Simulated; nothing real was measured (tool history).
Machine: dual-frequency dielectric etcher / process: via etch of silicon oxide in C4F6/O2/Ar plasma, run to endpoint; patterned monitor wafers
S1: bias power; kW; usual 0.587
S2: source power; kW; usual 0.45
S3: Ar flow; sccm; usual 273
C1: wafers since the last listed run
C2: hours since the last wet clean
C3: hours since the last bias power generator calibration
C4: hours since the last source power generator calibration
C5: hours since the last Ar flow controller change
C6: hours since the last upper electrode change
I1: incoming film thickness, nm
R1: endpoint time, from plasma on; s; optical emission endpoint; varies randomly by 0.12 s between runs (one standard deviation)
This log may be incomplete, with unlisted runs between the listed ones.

run 1 day=0 | S1=0.587 S2=0.45 S3=273 | C1=0 C2=289.3 C3=2352 C4=1676.4 C5=2530.2 C6=4805.8 | I1=83.5 | R1=15.8
run 2 day=0.558 | S1=0.587 S2=0.45 S3=273 | C1=213 C2=302.7 C3=2365.4 C4=1689.8 C5=2543.6 C6=4819.2 | I1=82.2 | R1=15.4
run 3 day=1.217 | S1=0.587 S2=0.45 S3=273 | C1=252 C2=318.5 C3=2381.2 C4=1705.6 C5=2559.4 C6=4835 | I1=82.9 | R1=15.5
run 4 day=1.717 | S1=0.587 S2=0.45 S3=273 | C1=191 C2=330.5 C3=2393.2 C4=1717.6 C5=2571.4 C6=4847 | I1=83 | R1=15.6
run 5 day=2.304 | S1=0.653 S2=0.45 S3=273 | C1=224 C2=344.6 C3=2407.3 C4=1731.7 C5=2585.5 C6=4861.1 | I1=83.5 | R1=15.4
run 6 day=2.7 | S1=0.587 S2=0.51 S3=273 | C1=151 C2=354.1 C3=2416.8 C4=1741.2 C5=2595 C6=4870.6 | I1=83.1 | R1=14.9
run 7 day=3.408 | S1=0.587 S2=0.51 S3=273 | C1=271 C2=371.1 C3=2433.8 C4=1758.2 C5=2612 C6=4887.6 | I1=82.4 | R1=15
run 8 day=4.042 | S1=0.587 S2=0.51 S3=273 | C1=242 C2=386.3 C3=2449 C4=1773.4 C5=2627.2 C6=4902.8 | I1=82.7 | R1=14.9
-- day=4.742 Ar flow controller replaced
-- day=5.054 bias power generator calibrated
-- day=5.333 wet clean of the chamber
run 9 day=5.354 | S1=0.587 S2=0.45 S3=249 | C1=237 C2=0.5 C3=7.2 C4=1804.9 C5=14.7 C6=4934.3 | I1=83.3 | R1=16.1
run 10 day=5.367 | S1=0.587 S2=0.45 S3=249 | C1=4 C2=0.8 C3=7.5 C4=1805.2 C5=15 C6=4934.6 | I1=83.1 | R1=16.3
run 11 day=5.525 | S1=0.587 S2=0.45 S3=249 | C1=60 C2=4.6 C3=11.3 C4=1809 C5=18.8 C6=4938.4 | I1=82.9 | R1=16.1
run 12 day=5.779 | S1=0.587 S2=0.45 S3=273 | C1=97 C2=10.7 C3=17.4 C4=1815.1 C5=24.9 C6=4944.5 | I1=82.3 | R1=16
run 13 day=6.154 | S1=0.587 S2=0.45 S3=273 | C1=143 C2=19.7 C3=26.4 C4=1824.1 C5=33.9 C6=4953.5 | I1=83.4 | R1=16.3
run 14 day=6.458 | S1=0.587 S2=0.45 S3=229 | C1=116 C2=27 C3=33.7 C4=1831.4 C5=41.2 C6=4960.8 | I1=83.5 | R1=16
-- day=7.788 wet clean of the chamber, repeated, since the last time left the tool worse
run 15 day=7.808 | S1=0.587 S2=0.45 S3=273 | C1=134 C2=0.5 C3=66.1 C4=1863.8 C5=73.6 C6=4993.2 | I1=83.5 | R1=15.4
run 16 day=7.821 | S1=0.542 S2=0.45 S3=336 | C1=4 C2=0.8 C3=66.4 C4=1864.1 C5=73.9 C6=4993.5 | I1=82.2 | R1=15.9
-- day=8.946 upper electrode replaced
run 17 day=8.967 | S1=0.522 S2=0.5 S3=320 | C1=55 C2=28.3 C3=93.9 C4=1891.6 C5=101.4 C6=0.5 | I1=83.1 | R1=15.7
run 18 day=8.979 | S1=0.484 S2=0.52 S3=220 | C1=4 C2=28.6 C3=94.2 C4=1891.9 C5=101.7 C6=0.8 | I1=82.7 | R1=14.9
run 19 day=8.992 | S1=0.659 S2=0.45 S3=227 | C1=4 C2=28.9 C3=94.5 C4=1892.2 C5=102 C6=1.1 | I1=82.5 | R1=14.1
run 20 day=9.171 | S1=0.457 S2=0.55 S3=273 | C1=68 C2=33.2 C3=98.8 C4=1896.5 C5=106.3 C6=5.4 | I1=82.8 | R1=15.4
run 21 day=9.588 | S1=0.587 S2=0.49 S3=219 | C1=159 C2=43.2 C3=108.8 C4=1906.5 C5=116.3 C6=15.4 | I1=81.9 | R1=14.3
-- day=10.092 source power generator calibrated
run 22 day=10.167 | S1=0.587 S2=0.45 S3=229 | C1=157 C2=57.1 C3=122.7 C4=1.8 C5=130.2 C6=29.3 | I1=83 | R1=14.9
run 23 day=10.85 | S1=0.488 S2=0.45 S3=273 | C1=261 C2=73.5 C3=139.1 C4=18.2 C5=146.6 C6=45.7 | I1=82.7 | R1=16.4
run 24 day=12.542 | S1=0.587 S2=0.49 S3=324 | C1=647 C2=114.1 C3=179.7 C4=58.8 C5=187.2 C6=86.3 | I1=82.3 | R1=15.3

Estimate the outcome of run 25 from the log above:
run 25 day=13.008 | S1=0.587 S2=0.45 S3=273 | C1=178 C2=125.3 C3=190.9 C4=70 C5=198.4 C6=97.5 | I1=82.3 | R1=?

{"run 25": {"R1": 15.2}}
The same run, on a tool lacking any hidden state, would have yielded R1 15.1 s.
